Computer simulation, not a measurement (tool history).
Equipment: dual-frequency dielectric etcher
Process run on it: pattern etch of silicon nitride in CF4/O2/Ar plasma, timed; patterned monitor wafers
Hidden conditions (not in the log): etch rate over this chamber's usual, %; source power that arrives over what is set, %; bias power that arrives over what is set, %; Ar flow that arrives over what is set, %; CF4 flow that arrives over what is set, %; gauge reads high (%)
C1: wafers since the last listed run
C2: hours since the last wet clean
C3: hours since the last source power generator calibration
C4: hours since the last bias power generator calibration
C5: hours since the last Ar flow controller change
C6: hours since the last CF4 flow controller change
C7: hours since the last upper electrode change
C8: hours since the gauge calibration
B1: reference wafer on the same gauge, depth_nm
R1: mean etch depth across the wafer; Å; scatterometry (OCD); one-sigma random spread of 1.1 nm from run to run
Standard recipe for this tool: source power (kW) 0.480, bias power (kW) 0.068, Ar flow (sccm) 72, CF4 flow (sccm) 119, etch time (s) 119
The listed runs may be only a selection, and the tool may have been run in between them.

run 1 hour=0.0 | source_power_(kW)=0.530 bias_power_(kW)=0.068 Ar_flow_(sccm)=72 CF4_flow_(sccm)=119 etch_time_(s)=119 | C1=0 C2=193.1 C3=3015.6 C4=4243.2 C5=1327.8 C6=5054.1 C7=1810.2 C8=1360.7 | B1=208.1 | R1=2435
run 2 hour=61.3 | source_power_(kW)=0.530 bias_power_(kW)=0.068 Ar_flow_(sccm)=72 CF4_flow_(sccm)=119 etch_time_(s)=119 | C1=714 C2=254.4 C3=3076.9 C4=4304.5 C5=1389.1 C6=5115.4 C7=1871.5 C8=1422.0 | B1=208.1 | R1=2446
run 3 hour=95.2 | source_power_(kW)=0.480 bias_power_(kW)=0.068 Ar_flow_(sccm)=72 CF4_flow_(sccm)=119 etch_time_(s)=119 | C1=395 C2=288.3 C3=3110.8 C4=4338.4 C5=1423.0 C6=5149.3 C7=1905.4 C8=1455.9 | B1=207.8 | R1=2184
-- hour=104.5 gauge calibrated
run 4 hour=127.1 | source_power_(kW)=0.480 bias_power_(kW)=0.068 Ar_flow_(sccm)=62 CF4_flow_(sccm)=119 etch_time_(s)=119 | C1=371 C2=320.2 C3=3142.7 C4=4370.3 C5=1454.9 C6=5181.2 C7=1937.3 C8=22.6 | B1=207.9 | R1=2238
-- hour=169.6 bias power generator calibrated
run 5 hour=232.5 | source_power_(kW)=0.480 bias_power_(kW)=0.068 Ar_flow_(sccm)=62 CF4_flow_(sccm)=119 etch_time_(s)=119 | C1=1181 C2=425.6 C3=3248.1 C4=62.9 C5=1560.3 C6=5286.6 C7=2042.7 C8=128.0 | B1=208.1 | R1=2235
run 6 hour=293.7 | source_power_(kW)=0.480 bias_power_(kW)=0.068 Ar_flow_(sccm)=62 CF4_flow_(sccm)=119 etch_time_(s)=119 | C1=713 C2=486.8 C3=3309.3 C4=124.1 C5=1621.5 C6=5347.8 C7=2103.9 C8=189.2 | B1=208.0 | R1=2187
-- hour=300.5 source power generator calibrated
run 7 hour=363.2 | source_power_(kW)=0.480 bias_power_(kW)=0.083 Ar_flow_(sccm)=83 CF4_flow_(sccm)=119 etch_time_(s)=119 | C1=763 C2=556.3 C3=62.7 C4=193.6 C5=1691.0 C6=5417.3 C7=2173.4 C8=258.7 | B1=208.1 | R1=2522
-- hour=397.3 wet clean of the chamber
run 8 hour=399.9 | source_power_(kW)=0.480 bias_power_(kW)=0.068 Ar_flow_(sccm)=62 CF4_flow_(sccm)=119 etch_time_(s)=119 | C1=148 C2=2.6 C3=99.4 C4=230.3 C5=1727.7 C6=5454.0 C7=2210.1 C8=295.4 | B1=208.0 | R1=2375
run 9 hour=436.3 | source_power_(kW)=0.480 bias_power_(kW)=0.068 Ar_flow_(sccm)=72 CF4_flow_(sccm)=119 etch_time_(s)=119 | C1=424 C2=39.0 C3=135.8 C4=266.7 C5=1764.1 C6=5490.4 C7=2246.5 C8=331.8 | B1=207.9 | R1=2303
-- hour=474.9 CF4 flow controller replaced
run 10 hour=492.3 | source_power_(kW)=0.480 bias_power_(kW)=0.060 Ar_flow_(sccm)=72 CF4_flow_(sccm)=97 etch_time_(s)=119 | C1=582 C2=95.0 C3=191.8 C4=322.7 C5=1820.1 C6=17.4 C7=2302.5 C8=387.8 | B1=207.8 | R1=2113
run 11 hour=561.5 | source_power_(kW)=0.480 bias_power_(kW)=0.068 Ar_flow_(sccm)=72 CF4_flow_(sccm)=119 etch_time_(s)=119 | C1=806 C2=164.2 C3=261.0 C4=391.9 C5=1889.3 C6=86.6 C7=2371.7 C8=457.0 | B1=208.0 | R1=2316
-- hour=597.4 Ar flow controller replaced
run 12 hour=626.4 | source_power_(kW)=0.480 bias_power_(kW)=0.068 Ar_flow_(sccm)=86 CF4_flow_(sccm)=119 etch_time_(s)=119 | C1=686 C2=229.1 C3=325.9 C4=456.8 C5=29.0 C6=151.5 C7=2436.6 C8=521.9 | B1=207.9 | R1=2253

What does the tool deliver on the next run?
run 13 hour=697.4 | source_power_(kW)=0.430 bias_power_(kW)=0.063 Ar_flow_(sccm)=56 CF4_flow_(sccm)=119 etch_time_(s)=92 | C1=827 C2=300.1 C3=396.9 C4=527.8 C5=100.0 C6=222.5 C7=2507.6 C8=592.9 | B1=? | R1=?

{"run 13": {"B1": 207.9, "R1": 1567}}
Take away the tool's hidden state, keep the run-to-run variation as it was, and the same run would have given R1 1562 Å.
